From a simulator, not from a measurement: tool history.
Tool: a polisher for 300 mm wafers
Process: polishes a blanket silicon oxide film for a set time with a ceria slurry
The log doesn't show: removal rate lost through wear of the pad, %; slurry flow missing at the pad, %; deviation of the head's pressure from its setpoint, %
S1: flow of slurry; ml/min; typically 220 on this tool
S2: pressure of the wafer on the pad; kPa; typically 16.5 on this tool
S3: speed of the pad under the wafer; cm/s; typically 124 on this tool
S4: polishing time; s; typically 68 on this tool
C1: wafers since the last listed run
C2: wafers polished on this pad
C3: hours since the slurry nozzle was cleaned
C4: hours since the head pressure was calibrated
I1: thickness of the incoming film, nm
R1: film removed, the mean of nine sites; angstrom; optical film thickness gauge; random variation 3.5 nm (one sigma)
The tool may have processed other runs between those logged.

{"run": 1, "hour": 0.0, "S1": 280, "S2": 16.5, "S3": 124, "S4": 68, "C1": 0, "C2": 115, "C3": 192.6, "C4": 37.1, "I1": 1876.6, "R1": 2950}
{"run": 2, "hour": 75.8, "S1": 280, "S2": 16.5, "S3": 124, "S4": 68, "C1": 792, "C2": 908, "C3": 268.4, "C4": 112.9, "I1": 1818.5, "R1": 2946}
{"run": 3, "hour": 163.4, "S1": 220, "S2": 16.5, "S3": 124, "S4": 68, "C1": 916, "C2": 1824, "C3": 356, "C4": 200.5, "I1": 1842.9, "R1": 2845}
{"run": 4, "hour": 218.1, "S1": 220, "S2": 16.5, "S3": 124, "S4": 68, "C1": 572, "C2": 2396, "C3": 410.7, "C4": 255.2, "I1": 1841.7, "R1": 2845}
{"run": 5, "hour": 293.0, "S1": 220, "S2": 16.5, "S3": 124, "S4": 68, "C1": 783, "C2": 3180, "C3": 485.6, "C4": 330.1, "I1": 1849.3, "R1": 2704}
{"run": 6, "hour": 395.9, "S1": 220, "S2": 16.5, "S3": 124, "S4": 68, "C1": 1076, "C2": 4256, "C3": 588.5, "C4": 433, "I1": 1861.1, "R1": 2516}
{"hour": 400.4, "done": "slurry nozzle cleaned"}
{"run": 7, "hour": 439.4, "S1": 220, "S2": 16.5, "S3": 124, "S4": 68, "C1": 444, "C2": 4701, "C3": 39, "C4": 476.5, "I1": 1845.9, "R1": 2980}
{"hour": 498.6, "done": "worn pad replaced by a new one"}
{"run": 8, "hour": 544.6, "S1": 220, "S2": 16.5, "S3": 124, "S4": 68, "C1": 1058, "C2": 480, "C3": 144.2, "C4": 581.7, "I1": 1866, "R1": 2888}
{"run": 9, "hour": 631.9, "S1": 220, "S2": 16.5, "S3": 124, "S4": 68, "C1": 913, "C2": 1394, "C3": 231.5, "C4": 669, "I1": 1864.5, "R1": 2903}
{"run": 10, "hour": 690.2, "S1": 220, "S2": 16.5, "S3": 124, "S4": 68, "C1": 609, "C2": 2003, "C3": 289.8, "C4": 727.3, "I1": 1883, "R1": 2886}
{"hour": 869.7, "done": "head pressure recalibrated"}
{"hour": 974.1, "done": "slurry nozzle cleaned"}
{"run": 11, "hour": 985.7, "S1": 220, "S2": 16.5, "S3": 124, "S4": 68, "C1": 3059, "C2": 5063, "C3": 11.6, "C4": 116, "I1": 1894, "R1": 2975}
{"hour": 1025.9, "done": "worn pad replaced by a new one"}
{"run": 12, "hour": 1061.2, "S1": 275, "S2": 16.5, "S3": 124, "S4": 68, "C1": 747, "C2": 369, "C3": 87.1, "C4": 191.5, "I1": 1847, "R1": 2972}
{"run": 13, "hour": 1134.6, "S1": 220, "S2": 16.5, "S3": 124, "S4": 68, "C1": 767, "C2": 1137, "C3": 160.5, "C4": 264.9, "I1": 1873.4, "R1": 2946}
{"run": 14, "hour": 1209.4, "S1": 220, "S2": 16.5, "S3": 124, "S4": 68, "C1": 782, "C2": 1919, "C3": 235.3, "C4": 339.7, "I1": 1839.6, "R1": 2869}
{"run": 15, "hour": 1248.9, "S1": 220, "S2": 16.5, "S3": 124, "S4": 68, "C1": 413, "C2": 2332, "C3": 274.8, "C4": 379.2, "I1": 1897.2, "R1": 2937}
{"run": 16, "hour": 1322.2, "S1": 220, "S2": 16.5, "S3": 124, "S4": 68, "C1": 766, "C2": 3099, "C3": 348.1, "C4": 452.5, "I1": 1827.3, "R1": 2845}
{"run": 17, "hour": 1422.8, "S1": 220, "S2": 16.5, "S3": 124, "S4": 68, "C1": 1052, "C2": 4152, "C3": 448.7, "C4": 553.1, "I1": 1850.3, "R1": 2806}
{"run": 18, "hour": 1475.0, "S1": 220, "S2": 16.5, "S3": 124, "S4": 68, "C1": 546, "C2": 4698, "C3": 500.9, "C4": 605.3, "I1": 1868.3, "R1": 2717}
{"hour": 1484.2, "done": "worn pad replaced by a new one, of another model than before"}
{"run": 19, "hour": 1564.5, "S1": 175, "S2": 11, "S3": 96, "S4": 68, "C1": 894, "C2": 839, "C3": 590.4, "C4": 694.8, "I1": 1863.5, "R1": 1052}
{"hour": 1581.0, "done": "slurry nozzle cleaned"}
{"run": 20, "hour": 1657.4, "S1": 220, "S2": 16.5, "S3": 124, "S4": 48, "C1": 961, "C2": 1801, "C3": 76.4, "C4": 787.7, "I1": 1860.6, "R1": 2101}
{"run": 21, "hour": 1708.5, "S1": 220, "S2": 16.5, "S3": 124, "S4": 68, "C1": 534, "C2": 2335, "C3": 127.5, "C4": 838.8, "I1": 1880.2, "R1": 2881}
{"hour": 1751.7, "done": "head pressure recalibrated"}
{"run": 22, "hour": 1752.1, "S1": 220, "S2": 18.6, "S3": 124, "S4": 68, "C1": 435, "C2": 2771, "C3": 171.1, "C4": 0.4, "I1": 1865.1, "R1": 3124}
{"run": 23, "hour": 1793.8, "S1": 290, "S2": 12.4, "S3": 148, "S4": 82, "C1": 436, "C2": 3207, "C3": 212.8, "C4": 42.1, "I1": 1865.9, "R1": 3575}
{"run": 24, "hour": 1832.0, "S1": 220, "S2": 16.5, "S3": 124, "S4": 68, "C1": 399, "C2": 3606, "C3": 251, "C4": 80.3, "I1": 1855.7, "R1": 2828}
{"run": 25, "hour": 1873.2, "S1": 195, "S2": 20.7, "S3": 124, "S4": 81, "C1": 431, "C2": 4037, "C3": 292.2, "C4": 121.5, "I1": 1875.5, "R1": 3766}
{"run": 26, "hour": 1963.7, "S1": 220, "S2": 16.5, "S3": 138, "S4": 68, "C1": 946, "C2": 4984, "C3": 382.7, "C4": 212, "I1": 1888, "R1": 3032}
{"hour": 2002.8, "done": "worn pad replaced by a new one"}
{"run": 27, "hour": 2031.1, "S1": 220, "S2": 16.5, "S3": 124, "S4": 47, "C1": 663, "C2": 295, "C3": 450.1, "C4": 279.4, "I1": 1861.4, "R1": 1836}
{"hour": 2102.7, "done": "slurry nozzle cleaned"}
{"run": 28, "hour": 2134.2, "S1": 265, "S2": 16.5, "S3": 88, "S4": 62, "C1": 1068, "C2": 1363, "C3": 31.5, "C4": 382.5, "I1": 1853.4, "R1": 2210}
{"run": 29, "hour": 2184.6, "S1": 220, "S2": 16.5, "S3": 124, "S4": 68, "C1": 527, "C2": 1891, "C3": 81.9, "C4": 432.9, "I1": 1898.3, "R1": 2967}
{"run": 30, "hour": 2242.1, "S1": 265, "S2": 13.8, "S3": 154, "S4": 68, "C1": 601, "C2": 2492, "C3": 139.4, "C4": 490.4, "I1": 1844.1, "R1": 3173}
{"run": 31, "hour": 2296.8, "S1": 220, "S2": 21.4, "S3": 124, "S4": 68, "C1": 572, "C2": 3064, "C3": 194.1, "C4": 545.1, "I1": 1823.7, "R1": 3356}
{"run": 32, "hour": 2402.1, "S1": 250, "S2": 16.5, "S3": 124, "S4": 86, "C1": 1101, "C2": 4166, "C3": 299.4, "C4": 650.4, "I1": 1848.5, "R1": 3722}
{"run": 33, "hour": 2492.5, "S1": 220, "S2": 16.5, "S3": 124, "S4": 68, "C1": 945, "C2": 5112, "C3": 389.8, "C4": 740.8, "I1": 1862.6, "R1": 2792}
{"hour": 2519.6, "done": "head pressure recalibrated"}
{"run": 34, "hour": 2584.7, "S1": 220, "S2": 16.5, "S3": 124, "S4": 68, "C1": 943, "C2": 6055, "C3": 482, "C4": 65.1, "I1": 1877.1, "R1": 2621}
{"hour": 2609.1, "done": "worn pad replaced by a new one"}
{"run": 35, "hour": 2620.8, "S1": 220, "S2": 16.5, "S3": 124, "S4": 68, "C1": 335, "C2": 122, "C3": 518.1, "C4": 101.2, "I1": 1849.7, "R1": 2511}
{"hour": 2659.4, "done": "slurry nozzle cleaned"}
{"run": 36, "hour": 2671.9, "S1": 290, "S2": 20.7, "S3": 140, "S4": 52, "C1": 524, "C2": 646, "C3": 12.5, "C4": 152.3, "I1": 1858.3, "R1": 2845}

Per-run results on a tool with no hidden state, each run keeping its own random variation:
run=1 R1=2981
run=2 R1=2996
run=3 R1=2947
run=4 R1=2986
run=5 R1=2913
run=6 R1=2895
run=7 R1=3001
run=8 R1=2919
run=9 R1=2955
run=10 R1=2959
run=11 R1=2987
run=12 R1=2985
run=13 R1=2972
run=14 R1=2912
run=15 R1=2995
run=16 R1=2935
run=17 R1=2969
run=18 R1=2934
run=19 R1=1944
run=20 R1=2114
run=21 R1=2907
run=22 R1=3165
run=23 R1=3620
run=24 R1=2899
run=25 R1=3922
run=26 R1=3236
run=27 R1=2044
run=28 R1=2213
run=29 R1=2977
run=30 R1=3190
run=31 R1=3398
run=32 R1=3820
run=33 R1=2971
run=34 R1=2974
run=35 R1=2983
run=36 R1=2882

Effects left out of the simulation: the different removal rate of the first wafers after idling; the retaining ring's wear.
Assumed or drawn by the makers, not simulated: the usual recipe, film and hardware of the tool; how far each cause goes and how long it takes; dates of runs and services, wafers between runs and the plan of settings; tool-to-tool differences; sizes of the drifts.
